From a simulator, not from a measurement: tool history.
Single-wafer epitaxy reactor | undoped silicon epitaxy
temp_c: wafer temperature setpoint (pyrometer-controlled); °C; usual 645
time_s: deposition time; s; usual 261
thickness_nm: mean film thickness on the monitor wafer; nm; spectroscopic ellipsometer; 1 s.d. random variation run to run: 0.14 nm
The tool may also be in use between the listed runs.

run   hour  temp_c  time_s  wafers since the last listed run  hours since the last pyrometer calibration  hours since the gauge calibration  read-back reference wafer on the same gauge, thickness_nm  thickness_nm
  1    0.0     635     261                                 0                                      1740.2                              160.8                                                     41.690        27.065
  2   33.4     635     261                               300                                      1773.6                              194.2                                                     41.622        27.007
  3   69.3     645     261                               323                                      1809.5                              230.1                                                     41.749        34.771
  4   89.2     645     261                               179                                      1829.4                              250.0                                                     41.675        34.913
  5  112.5     645     261                               209                                      1852.7                              273.3                                                     41.680        34.758
     131.2  -- pyrometer calibrated
  6  145.9     645     261                               228                                        14.7                              306.7                                                     41.717        40.079
  7  164.9     645     261                               170                                        33.7                              325.7                                                     41.682        39.867
     180.2  -- gauge calibrated
  8  185.8     645     261                               188                                        54.6                                5.6                                                     41.727        39.780
  9  212.3     650     240                               238                                        81.1                               32.1                                                     41.667        41.258
 10  225.0     645     261                               114                                        93.8                               44.8                                                     41.658        39.521
 11  254.5     645     283                               265                                       123.3                               74.3                                                     41.708        42.540
 12  274.5     656     309                               179                                       143.3                               94.3                                                     41.693        60.766
 13  296.0     635     261                               193                                       164.8                              115.8                                                     41.693        30.094
 14  319.1     636     219                               207                                       187.9                              138.9                                                     41.753        25.875

Run 15, settings as shown, results not yet in. Your forecast:
 15  334.7     630     285                               140                                       203.5                              154.5                                                          ?             ?

{"run 15": {"read-back reference wafer on the same gauge, thickness_nm": 41.654, "thickness_nm": 28.823}}
Take away the tool's hidden state, keep the run-to-run variation as it was, and the same run would have given thickness_nm 29.727 nm.
